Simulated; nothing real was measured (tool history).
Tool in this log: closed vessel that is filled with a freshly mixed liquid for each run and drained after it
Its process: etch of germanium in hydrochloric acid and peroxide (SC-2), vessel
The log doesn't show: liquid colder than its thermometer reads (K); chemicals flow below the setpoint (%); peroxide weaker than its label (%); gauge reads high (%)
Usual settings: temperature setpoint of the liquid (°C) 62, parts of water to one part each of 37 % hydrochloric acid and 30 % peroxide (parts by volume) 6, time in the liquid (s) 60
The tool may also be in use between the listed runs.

run   hour  temperature setpoint of the liquid (°C)  parts of water to one part each of 37 % hydrochloric acid and 30 % peroxide (parts by volume)  time in the liquid (s)  wafers since the last listed run  hours since the thermometer was replaced  hours since the chemicals flow meter was replaced  hours since the drum of peroxide was connected  hours since the gauge calibration  read-back film thickness of the germanium reference wafer, read on the same gauge (nm)  thickness taken off the germanium on a monitor wafer (angstrom)
  1      0                                       62                                                                                              6                      60                                 0                                    1803.8                                             1765.4                                           179.6                              343.1                                                                                  119.99                                                           1456.2
  2   15.9                                       62                                                                                              6                      60                              2051                                    1819.7                                             1781.3                                           195.5                                359                                                                                     120                                                           1456.6
        17  -- gauge calibrated
  3   46.6                                       62                                                                                              6                      60                              3961                                    1850.4                                               1812                                           226.2                               29.6                                                                                  120.02                                                           1456.3
  4     76                                       62                                                                                              6                      60                              3794                                    1879.8                                             1841.4                                           255.6                                 59                                                                                  120.05                                                           1450.7
  5    101                                       62                                                                                              6                      60                              3226                                    1904.8                                             1866.4                                           280.6                                 84                                                                                  120.03                                                             1452
  6  115.5                                     55.5                                                                                              6                      60                              1871                                    1919.3                                             1880.9                                           295.1                               98.5                                                                                  119.98                                                           1188.2
  7    140                                     55.5                                                                                              6                      60                              3161                                    1943.8                                             1905.4                                           319.6                                123                                                                                  119.99                                                           1184.1
  8  173.6                                       62                                                                                            7.5                      60                              4336                                    1977.4                                               1939                                           353.2                              156.6                                                                                  119.98                                                           1435.1
     187.5  -- chemicals flow meter replaced
     194.4  -- thermometer replaced
  9    209                                       62                                                                                              6                      60                              4310                                      14.6                                               21.5                                           388.6                                192                                                                                  120.01                                                           1540.3
 10  240.9                                       62                                                                                              6                      35                              4116                                      46.5                                               53.4                                           420.5                              223.9                                                                                  120.01                                                            903.8
       264  -- new drum of peroxide connected
 11  264.4                                       62                                                                                            7.5                      60                              2903                                        70                                               76.9                                             0.4                              247.4                                                                                  120.02                                                           1512.8
 12  297.3                                       62                                                                                            8.5                      60                              4245                                     102.9                                              109.8                                            33.3                              280.3                                                                                  119.99                                                           1505.1
 13  320.3                                       62                                                                                              6                      60                              2968                                     125.9                                              132.8                                            56.3                              303.3                                                                                  120.01                                                           1543.2
 14  338.1                                       62                                                                                            4.5                      70                              2297                                     143.7                                              150.6                                            74.1                              321.1                                                                                     120                                                           1823.7
 15  353.6                                       69                                                                                            4.5                      80                              2000                                     159.2                                              166.1                                            89.6                              336.6                                                                                  119.99                                                           2550.3
 16    366                                       53                                                                                              4                      30                              1600                                     171.6                                              178.5                                             102                                349                                                                                  119.99                                                            589.5
 17  396.1                                     64.5                                                                                              6                      60                              3884                                     201.7                                              208.6                                           132.1                              379.1                                                                                  119.99                                                           1663.7
       405  -- gauge calibrated
 18  461.2                                     58.5                                                                                              6                      60                              8401                                     266.8                                              273.7                                           197.2                               56.2                                                                                  119.98                                                           1386.3
 19  494.5                                       62                                                                                              6                      60                              4297                                     300.1                                                307                                           230.5                               89.5                                                                                  119.98                                                             1539

Forecast run 20:
 20  514.5                                       62                                                                                              4                      85                              2581                                     320.1                                                327                                           250.5                              109.5                                                                                       ?                                                                ?

{"run 20": {"read-back film thickness of the germanium reference wafer, read on the same gauge (nm)": 119.97, "thickness taken off the germanium on a monitor wafer (angstrom)": 2203.2}}
The same run, on a tool lacking any hidden state, would have yielded thickness taken off the germanium on a monitor wafer (angstrom) 2230.5.
